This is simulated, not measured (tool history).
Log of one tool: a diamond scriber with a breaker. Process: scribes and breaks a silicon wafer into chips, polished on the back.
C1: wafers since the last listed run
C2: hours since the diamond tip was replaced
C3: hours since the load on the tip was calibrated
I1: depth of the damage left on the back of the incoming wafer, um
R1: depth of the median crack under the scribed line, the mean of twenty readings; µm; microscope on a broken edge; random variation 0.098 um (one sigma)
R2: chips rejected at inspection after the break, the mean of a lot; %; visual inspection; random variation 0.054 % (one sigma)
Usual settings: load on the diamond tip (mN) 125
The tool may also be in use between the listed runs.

run 1 day=0 | load_on_the_diamond_tip_(mN)=109 | C1=0 C2=302.7 C3=528.2 | I1=0.02 | R1=7.36 R2=2.32
run 2 day=2.638 | load_on_the_diamond_tip_(mN)=109 | C1=69 C2=366 C3=591.5 | I1=0.03 | R1=7.24 R2=2.28
run 3 day=5.283 | load_on_the_diamond_tip_(mN)=125 | C1=69 C2=429.5 C3=655 | I1=0.03 | R1=8.19 R2=1.16
run 4 day=6.358 | load_on_the_diamond_tip_(mN)=125 | C1=28 C2=455.3 C3=680.8 | I1=0.04 | R1=8.32 R2=1.18
run 5 day=8.85 | load_on_the_diamond_tip_(mN)=117 | C1=65 C2=515.1 C3=740.6 | I1=0.03 | R1=7.85 R2=1.3
run 6 day=10.517 | load_on_the_diamond_tip_(mN)=125 | C1=43 C2=555.1 C3=780.6 | I1=0.05 | R1=8.26 R2=1.24
run 7 day=18.762 | load_on_the_diamond_tip_(mN)=125 | C1=217 C2=753 C3=978.5 | I1=0.05 | R1=8.3 R2=1.28
run 8 day=20.896 | load_on_the_diamond_tip_(mN)=125 | C1=56 C2=804.2 C3=1029.7 | I1=0.02 | R1=8.42 R2=1.26
run 9 day=22.525 | load_on_the_diamond_tip_(mN)=125 | C1=42 C2=843.3 C3=1068.8 | I1=0.02 | R1=8.43 R2=1.32
run 10 day=25.279 | load_on_the_diamond_tip_(mN)=125 | C1=72 C2=909.4 C3=1134.9 | I1=0.05 | R1=8.31 R2=1.37
run 11 day=27.192 | load_on_the_diamond_tip_(mN)=125 | C1=50 C2=955.3 C3=1180.8 | I1=0.01 | R1=8.3 R2=1.27
run 12 day=29.529 | load_on_the_diamond_tip_(mN)=125 | C1=61 C2=1011.4 C3=1236.9 | I1=0.03 | R1=8.6 R2=1.33
run 13 day=31.504 | load_on_the_diamond_tip_(mN)=114 | C1=52 C2=1058.8 C3=1284.3 | I1=0.03 | R1=8.02 R2=1.21
run 14 day=33.179 | load_on_the_diamond_tip_(mN)=162 | C1=44 C2=1099 C3=1324.5 | I1=0.01 | R1=10.33 R2=8.53
run 15 day=34.858 | load_on_the_diamond_tip_(mN)=125 | C1=44 C2=1139.3 C3=1364.8 | I1=0.04 | R1=8.53 R2=1.4
-- day=38.062 diamond tip replaced by a new one
run 16 day=38.075 | load_on_the_diamond_tip_(mN)=96 | C1=82 C2=0.3 C3=1442 | I1=0.02 | R1=6.69 R2=5.09
run 17 day=40.688 | load_on_the_diamond_tip_(mN)=97 | C1=68 C2=63 C3=1504.7 | I1=0.04 | R1=6.79 R2=4.35
run 18 day=43.088 | load_on_the_diamond_tip_(mN)=89 | C1=63 C2=120.6 C3=1562.3 | I1=0.05 | R1=6.29 R2=8.91
-- day=45.779 load on the tip recalibrated
run 19 day=45.8 | load_on_the_diamond_tip_(mN)=136 | C1=69 C2=185.7 C3=0.5 | I1=0.02 | R1=9.02 R2=2.11
run 20 day=47.121 | load_on_the_diamond_tip_(mN)=158 | C1=34 C2=217.4 C3=32.2 | I1=0.04 | R1=10.08 R2=6.34
run 21 day=48.442 | load_on_the_diamond_tip_(mN)=115 | C1=34 C2=249.1 C3=63.9 | I1=0.03 | R1=7.67 R2=1.53
run 22 day=49.7 | load_on_the_diamond_tip_(mN)=112 | C1=33 C2=279.3 C3=94.1 | I1=0.02 | R1=7.45 R2=1.98
run 23 day=52.575 | load_on_the_diamond_tip_(mN)=117 | C1=75 C2=348.3 C3=163.1 | I1=0.02 | R1=7.55 R2=1.37
run 24 day=53.854 | load_on_the_diamond_tip_(mN)=125 | C1=33 C2=379 C3=193.8 | I1=0.03 | R1=8.14 R2=1.15
run 25 day=55.804 | load_on_the_diamond_tip_(mN)=159 | C1=51 C2=425.8 C3=240.6 | I1=0.02 | R1=10.14 R2=5.92
run 26 day=57.425 | load_on_the_diamond_tip_(mN)=117 | C1=42 C2=464.7 C3=279.5 | I1=0.02 | R1=7.72 R2=1.32

The next listed run, before its measurement:
run 27 day=59.312 | load_on_the_diamond_tip_(mN)=125 | C1=49 C2=510 C3=324.8 | I1=0.03 | R1=? R2=?

R1: 8.21 µm
R2: 1.13 %
Without the tool's hidden state the same run would have given R1 8.02 µm, R2 1.07 %.
